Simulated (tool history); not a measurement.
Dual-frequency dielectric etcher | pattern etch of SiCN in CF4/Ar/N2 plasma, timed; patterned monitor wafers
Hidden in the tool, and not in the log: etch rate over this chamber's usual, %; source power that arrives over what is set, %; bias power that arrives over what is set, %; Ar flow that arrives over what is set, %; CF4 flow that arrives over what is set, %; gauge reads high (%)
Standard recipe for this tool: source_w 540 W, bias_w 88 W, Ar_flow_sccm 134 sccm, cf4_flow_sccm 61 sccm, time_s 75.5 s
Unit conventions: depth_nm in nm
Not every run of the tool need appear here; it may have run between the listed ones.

run,hour,source_w,bias_w,Ar_flow_sccm,cf4_flow_sccm,time_s,wafers since the last listed run,hours since the last wet clean,hours since the last source power generator calibration,hours since the last bias power generator calibration,hours since the last Ar flow controller change,hours since the last CF4 flow controller change,hours since the last upper electrode change,hours since the gauge calibration,"read-back reference wafer on the same gauge, depth_nm",depth_nm
1,0.0,540,88,134,54,92.5,0,246.0,192.9,146.0,192.9,6308.5,4243.8,265.8,78.7,92.9
2,29.7,540,88,134,61,75.5,234,275.7,222.6,175.7,222.6,6338.2,4273.5,295.5,78.8,77.4
# hour 63.1: wet clean of the chamber, repeated, since the last time left the tool worse
3,84.2,620,88,134,61,91.5,240,21.1,277.1,230.2,277.1,6392.7,4328.0,350.0,78.8,109.6
4,145.9,540,78,134,73,75.5,486,82.8,338.8,291.9,338.8,6454.4,4389.7,411.7,78.8,79.1
# hour 188.2: upper electrode replaced
5,195.2,580,70,134,61,75.5,199,132.1,388.1,341.2,388.1,6503.7,7.0,461.0,78.8,75.5
6,253.1,540,88,134,61,75.5,456,190.0,446.0,399.1,446.0,6561.6,64.9,518.9,78.8,81.3
# hour 281.3: CF4 flow controller replaced
7,281.8,540,88,134,61,75.5,179,218.7,474.7,427.8,474.7,0.5,93.6,547.6,78.7,81.0
8,315.9,500,88,134,66,92.5,269,252.8,508.8,461.9,508.8,34.6,127.7,581.7,78.7,94.8
9,376.0,540,78,134,61,75.5,474,312.9,568.9,522.0,568.9,94.7,187.8,641.8,78.7,75.4
10,419.5,540,88,134,66,75.5,343,356.4,612.4,565.5,612.4,138.2,231.3,685.3,78.8,81.5
11,474.5,540,88,134,61,75.5,433,411.4,667.4,620.5,667.4,193.2,286.3,740.3,78.7,79.5
12,522.1,540,88,134,61,75.5,375,459.0,715.0,668.1,715.0,240.8,333.9,787.9,78.6,80.0
# hour 590.1: wet clean of the chamber
13,590.6,540,88,153,61,75.5,351,0.5,783.5,736.6,783.5,309.3,402.4,856.4,78.9,80.4
14,618.3,540,104,107,69,82.0,218,28.2,811.2,764.3,811.2,337.0,430.1,884.1,78.7,106.0
15,730.7,630,88,134,56,75.5,886,140.6,923.6,876.7,923.6,449.4,542.5,996.5,78.8,90.4
16,776.6,540,88,134,61,75.5,362,186.5,969.5,922.6,969.5,495.3,588.4,1042.4,79.0,81.6
17,840.8,540,106,134,61,75.5,506,250.7,1033.7,986.8,1033.7,559.5,652.6,1106.6,78.7,91.1
18,901.6,450,88,159,67,81.5,479,311.5,1094.5,1047.6,1094.5,620.3,713.4,1167.4,78.9,76.1
19,955.2,540,88,134,61,75.5,422,365.1,1148.1,1101.2,1148.1,673.9,767.0,1221.0,78.7,81.0
20,980.2,610,81,134,46,90.0,197,390.1,1173.1,1126.2,1173.1,698.9,792.0,1246.0,78.8,95.5

For each entry between runs, how does the tool's hidden state at the last listed run before it compare with that at the first listed run after it?
In the gap between runs 2 and 3: wet clean of the chamber, repeated, since the last time left the tool worse (hour 63.1)
  etch rate over this chamber's usual, %: -6.54 -> -0.928
  difference, measured minus the result without the unlogged condition, depth_nm: -5.4 -> -1.0 nm
In the gap between runs 4 and 5: upper electrode replaced (hour 188.2)
  etch rate over this chamber's usual, %: -1.31 -> -1.61
  difference, measured minus the result without the unlogged condition, depth_nm: -1.1 -> -1.3 nm
In the gap between runs 6 and 7: CF4 flow controller replaced (hour 281.3)
  etch rate over this chamber's usual, %: -1.96 -> -2.14
  difference, measured minus the result without the unlogged condition, depth_nm: -1.6 -> -1.8 nm
In the gap between runs 12 and 13: wet clean of the chamber (hour 590.1)
  etch rate over this chamber's usual, %: -3.61 -> 0.0823
  difference, measured minus the result without the unlogged condition, depth_nm: -3.0 -> +0.1 nm
